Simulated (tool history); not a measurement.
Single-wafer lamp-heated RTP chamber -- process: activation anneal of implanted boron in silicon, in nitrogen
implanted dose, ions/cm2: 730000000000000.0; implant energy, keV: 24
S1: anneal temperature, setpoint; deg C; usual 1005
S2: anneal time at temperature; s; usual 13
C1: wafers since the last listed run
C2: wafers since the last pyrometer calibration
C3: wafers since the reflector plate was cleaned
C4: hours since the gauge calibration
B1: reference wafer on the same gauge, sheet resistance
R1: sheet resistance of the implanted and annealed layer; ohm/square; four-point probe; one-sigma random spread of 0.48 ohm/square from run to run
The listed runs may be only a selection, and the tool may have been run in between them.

{"run": 1, "hour": 0.0, "S1": 1005, "S2": 13, "C1": 0, "C2": 3165, "C3": 7388, "C4": 63.5, "B1": 128.05, "R1": 145.27}
{"run": 2, "hour": 14.1, "S1": 1005, "S2": 9, "C1": 123, "C2": 3289, "C3": 7511, "C4": 77.6, "B1": 128.01, "R1": 147.3}
{"run": 3, "hour": 109.3, "S1": 1005, "S2": 9, "C1": 835, "C2": 4125, "C3": 8347, "C4": 172.8, "B1": 127.9, "R1": 147.43}
{"run": 4, "hour": 121.4, "S1": 1005, "S2": 9, "C1": 106, "C2": 4231, "C3": 8454, "C4": 184.9, "B1": 127.94, "R1": 146.58}
{"run": 5, "hour": 137.5, "S1": 1005, "S2": 11, "C1": 141, "C2": 4373, "C3": 8595, "C4": 201.0, "B1": 128.02, "R1": 146.0}
{"run": 6, "hour": 171.6, "S1": 1005, "S2": 11, "C1": 299, "C2": 4672, "C3": 8894, "C4": 235.1, "B1": 127.96, "R1": 145.76}
{"run": 7, "hour": 183.8, "S1": 1025, "S2": 13, "C1": 107, "C2": 4779, "C3": 9001, "C4": 247.3, "B1": 128.06, "R1": 143.72}
{"run": 8, "hour": 195.8, "S1": 987, "S2": 13, "C1": 105, "C2": 4884, "C3": 9107, "C4": 259.3, "B1": 127.97, "R1": 152.33}
{"run": 9, "hour": 212.9, "S1": 987, "S2": 13, "C1": 150, "C2": 5035, "C3": 9257, "C4": 276.4, "B1": 128.09, "R1": 151.88}
{"run": 10, "hour": 256.6, "S1": 1005, "S2": 13, "C1": 383, "C2": 5418, "C3": 9641, "C4": 320.1, "B1": 128.11, "R1": 146.04}
{"hour": 293.4, "done": "pyrometer window cleaned and pyrometer calibrated"}
{"run": 11, "hour": 296.3, "S1": 1005, "S2": 13, "C1": 278, "C2": 25, "C3": 9919, "C4": 359.8, "B1": 128.08, "R1": 145.17}
{"hour": 323.9, "done": "reflector plate cleaned"}
{"run": 12, "hour": 329.4, "S1": 1014, "S2": 13, "C1": 220, "C2": 246, "C3": 48, "C4": 392.9, "B1": 127.97, "R1": 143.71}
{"run": 13, "hour": 346.8, "S1": 997, "S2": 10, "C1": 152, "C2": 399, "C3": 201, "C4": 410.3, "B1": 127.95, "R1": 147.76}
{"run": 14, "hour": 375.7, "S1": 1005, "S2": 6, "C1": 253, "C2": 652, "C3": 454, "C4": 439.2, "B1": 128.03, "R1": 145.86}
{"hour": 406.9, "done": "pyrometer window cleaned and pyrometer calibrated, repeated, since the last time left the tool worse"}
{"run": 15, "hour": 407.4, "S1": 993, "S2": 19, "C1": 208, "C2": 4, "C3": 662, "C4": 470.9, "B1": 128.0, "R1": 149.69}
{"run": 16, "hour": 433.6, "S1": 977, "S2": 19, "C1": 230, "C2": 234, "C3": 893, "C4": 497.1, "B1": 128.07, "R1": 159.08}
{"run": 17, "hour": 468.2, "S1": 1032, "S2": 9, "C1": 303, "C2": 538, "C3": 1196, "C4": 531.7, "B1": 127.96, "R1": 143.64}
{"run": 18, "hour": 483.2, "S1": 1030, "S2": 18, "C1": 131, "C2": 669, "C3": 1328, "C4": 546.7, "B1": 128.07, "R1": 143.8}
{"run": 19, "hour": 506.6, "S1": 1005, "S2": 13, "C1": 205, "C2": 875, "C3": 1534, "C4": 570.1, "B1": 128.03, "R1": 145.88}
{"hour": 523.7, "done": "gauge calibrated"}
{"run": 20, "hour": 535.6, "S1": 996, "S2": 13, "C1": 254, "C2": 1130, "C3": 1788, "C4": 11.9, "B1": 128.08, "R1": 148.86}
{"run": 21, "hour": 552.8, "S1": 1005, "S2": 19, "C1": 151, "C2": 1281, "C3": 1939, "C4": 29.1, "B1": 127.92, "R1": 145.97}
{"run": 22, "hour": 617.7, "S1": 1013, "S2": 5, "C1": 569, "C2": 1851, "C3": 2509, "C4": 94.0, "B1": 128.09, "R1": 147.66}
{"run": 23, "hour": 648.0, "S1": 979, "S2": 13, "C1": 266, "C2": 2117, "C3": 2775, "C4": 124.3, "B1": 128.07, "R1": 157.55}
{"run": 24, "hour": 680.0, "S1": 1005, "S2": 13, "C1": 280, "C2": 2398, "C3": 3056, "C4": 156.3, "B1": 128.02, "R1": 146.1}
{"run": 25, "hour": 697.8, "S1": 988, "S2": 13, "C1": 156, "C2": 2554, "C3": 3213, "C4": 174.1, "B1": 128.0, "R1": 152.47}

Each row is a separate what-if for the run after 25, all from the same tool condition, not one after another. Results?
{"run": "A", "hour": 698.2, "S1": 1030, "S2": 13, "C1": 3, "C2": 2557, "C3": 3216, "C4": 174.5, "B1": "?", "R1": "?"}
{"run": "B", "hour": 698.2, "S1": 1023, "S2": 5, "C1": 3, "C2": 2557, "C3": 3216, "C4": 174.5, "B1": "?", "R1": "?"}
{"run": "C", "hour": 698.2, "S1": 1028, "S2": 10, "C1": 3, "C2": 2557, "C3": 3216, "C4": 174.5, "B1": "?", "R1": "?"}
{"run": "D", "hour": 698.2, "S1": 1034, "S2": 18, "C1": 3, "C2": 2557, "C3": 3216, "C4": 174.5, "B1": "?", "R1": "?"}

run=A B1=127.98 R1=143.37
run=B B1=127.98 R1=145.01
run=C B1=127.98 R1=143.80
run=D B1=127.98 R1=142.75
Stripped of hidden state, with their random variation kept, the same runs would have yielded:
run=A R1=143.78
run=B R1=145.80
run=C R1=144.29
run=D R1=143.09

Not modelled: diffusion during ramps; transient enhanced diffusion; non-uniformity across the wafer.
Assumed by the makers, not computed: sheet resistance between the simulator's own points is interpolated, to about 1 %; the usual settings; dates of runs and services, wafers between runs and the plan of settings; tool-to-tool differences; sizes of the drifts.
